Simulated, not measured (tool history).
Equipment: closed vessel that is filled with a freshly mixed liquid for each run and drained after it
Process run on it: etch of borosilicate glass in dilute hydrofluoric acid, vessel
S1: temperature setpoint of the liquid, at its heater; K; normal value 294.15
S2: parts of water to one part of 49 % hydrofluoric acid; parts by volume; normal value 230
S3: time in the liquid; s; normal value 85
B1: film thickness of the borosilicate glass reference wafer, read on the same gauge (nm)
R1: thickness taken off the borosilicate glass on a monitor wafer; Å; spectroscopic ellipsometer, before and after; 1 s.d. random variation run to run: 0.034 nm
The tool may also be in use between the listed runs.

| run | day | S1 | S2 | S3 | B1 | R1 |
|---|---|---|---|---|---|---|
| 1 | 0 | 294.15 | 285 | 85 | 70.01 | 81.8 |
| 2 | 0.596 | 294.15 | 285 | 85 | 70 | 82.6 |
| 3 | 1.129 | 294.15 | 230 | 85 | 69.98 | 107.4 |
| 4 | 1.571 | 294.15 | 230 | 85 | 69.97 | 107.8 |
| 5 | 2.271 | 291.15 | 180 | 85 | 70.01 | 129.3 |
| 6 | 2.788 | 291.15 | 180 | 85 | 70.02 | 129.4 |
| 7 | 3.125 | 291.15 | 180 | 85 | 69.97 | 130 |
| 8 | 3.396 | 296.15 | 230 | 50 | 69.96 | 67.6 |
| 9 | 3.883 | 294.15 | 300 | 105 | 70.04 | 94.7 |
| 10 | 4.396 | 294.15 | 300 | 105 | 70.02 | 94.4 |
| 11 | 4.65 | 294.15 | 300 | 105 | 70.03 | 94.8 |
|  | 5.05 | thermometer replaced |
| 12 | 5.071 | 294.15 | 280 | 85 | 69.99 | 75.9 |
| 13 | 5.8 | 294.15 | 230 | 85 | 69.99 | 97.2 |
| 14 | 6.346 | 294.15 | 165 | 85 | 70.02 | 145 |
| 15 | 7.008 | 294.15 | 230 | 85 | 69.98 | 97.5 |
| 16 | 7.946 | 294.15 | 200 | 100 | 69.97 | 134.6 |
| 17 | 8.204 | 291.65 | 230 | 85 | 69.97 | 88.5 |
|  | 8.688 | hydrofluoric acid flow meter replaced |
| 18 | 8.817 | 294.15 | 230 | 85 | 70.05 | 100.6 |
| 19 | 9.108 | 294.15 | 230 | 85 | 69.98 | 100.5 |
| 20 | 9.842 | 294.15 | 230 | 85 | 70 | 100.4 |
| 21 | 10.296 | 295.65 | 230 | 85 | 70 | 106.4 |
|  | 10.471 | gauge calibrated |
| 22 | 10.812 | 295.65 | 185 | 45 | 69.98 | 74 |
| 23 | 12.367 | 294.15 | 230 | 85 | 69.98 | 101 |
| 24 | 12.954 | 294.15 | 300 | 85 | 69.98 | 72.4 |
| 25 | 13.575 | 296.65 | 120 | 60 | 69.99 | 168.1 |
| 26 | 14.05 | 296.15 | 175 | 130 | 69.99 | 232.2 |
| 27 | 14.562 | 297.15 | 170 | 85 | 69.97 | 162.5 |
| 28 | 14.971 | 294.15 | 330 | 85 | 70.01 | 63.9 |
| 29 | 15.354 | 294.15 | 300 | 105 | 70.01 | 89.3 |
| 30 | 15.792 | 294.15 | 290 | 85 | 70.02 | 75.2 |
| 31 | 17.471 | 294.15 | 300 | 105 | 69.97 | 89.4 |
| 32 | 17.925 | 294.15 | 230 | 55 | 69.95 | 65.2 |
| 33 | 18.471 | 294.15 | 230 | 85 | 70.01 | 100.6 |

Here are 4 independent what-if runs from the current tool condition. What would each one return?
| A | 18.5 | 294.15 | 230 | 50 | ? | ? |
| B | 18.5 | 294.15 | 140 | 85 | ? | ? |
| C | 18.5 | 297.65 | 280 | 85 | ? | ? |
| D | 18.5 | 296.15 | 230 | 115 | ? | ? |

| run | B1 | R1 |
|---|---|---|
| A | 70.03 | 59.2 |
| B | 70.03 | 181.5 |
| C | 70.03 | 89.2 |
| D | 70.03 | 146.6 |
Stripped of hidden state, with their random variation kept, the same runs would have yielded:
| run | R1 |
|---|---|
| A | 59 |
| B | 180.8 |
| C | 89.1 |
| D | 146.2 |
